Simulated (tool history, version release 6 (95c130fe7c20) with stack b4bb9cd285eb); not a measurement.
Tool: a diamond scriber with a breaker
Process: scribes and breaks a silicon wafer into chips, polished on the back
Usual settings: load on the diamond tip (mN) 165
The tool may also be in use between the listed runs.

run	hour	load on the diamond tip (mN)	wafers since the last listed run	hours since the diamond tip was replaced	hours since the load on the tip was calibrated	incoming depth of the damage left on the back of the incoming wafer, um	depth of the median crack under the scribed line (um)	chips rejected at inspection after the break (%)
1	0	187	0	189.8	450	0.03	8.74	9.09
2	20	165	97	209.8	470	0.04	8.15	3.15
3	47.9	165	136	237.7	497.9	0.04	8.38	3.91
4	83.4	140	173	273.2	533.4	0.02	7.3	1.57
5	101.5	140	88	291.3	551.5	0.02	7.45	1.45
# hour 112.6: load on the tip recalibrated
6	139.9	165	177	329.7	27.3	0.02	7.38	1.49
7	171.1	165	152	360.9	58.5	0.03	7.47	1.4
8	193.6	165	109	383.4	81	0.04	7.35	1.37
9	212.4	201	91	402.2	99.8	0.04	8.57	6.84
10	246.7	165	167	436.5	134.1	0.03	7.5	1.39
11	275.8	165	142	465.6	163.2	0.02	7.56	1.51
12	289.6	165	67	479.4	177	0.02	7.45	1.45
13	311	205	104	500.8	198.4	0.01	8.63	9.17
14	332.9	205	106	522.7	220.3	0.01	8.84	9.51
15	345.2	165	60	535	232.6	0.02	7.65	1.44
16	366.3	165	103	556.1	253.7	0.02	7.74	1.79
17	379.9	165	66	569.7	267.3	0.01	7.62	1.85
18	405.1	165	123	594.9	292.5	0.03	7.75	1.67
19	428.9	120	116	618.7	316.3	0.05	6.19	13.47
20	463.5	165	169	653.3	350.9	0.05	7.93	1.86
21	481.9	116	89	671.7	369.3	0.03	6.14	12.21
22	502.9	142	102	692.7	390.3	0.02	7.09	2.35
# hour 508.7: diamond tip replaced by a new one
23	567.2	178	304	58.5	454.6	0.01	8.69	6.92
24	590.3	190	112	81.6	477.7	0.03	9.01	13.24
25	603.5	148	64	94.8	490.9	0.04	7.56	1.49
26	622.2	131	91	113.5	509.6	0.02	6.86	3.06
# hour 642.3: load on the tip recalibrated
27	644.7	124	100	136	2.4	0.03	6.14	14.1
28	672.5	204	135	163.8	30.2	0.04	8.87	7.55
29	689.4	183	82	180.7	47.1	0.01	8.16	3.75
30	702.9	165	65	194.2	60.6	0.01	7.37	1.42

The next listed run, before its measurement:
31	735.6	165	159	226.9	93.3	0.04	?	?

Run 31 gave depth of the median crack under the scribed line (um) 7.57, chips rejected at inspection after the break (%) 1.56.
Without the tool's hidden state the same run would have given depth of the median crack under the scribed line (um) 7.53, chips rejected at inspection after the break (%) 1.55.
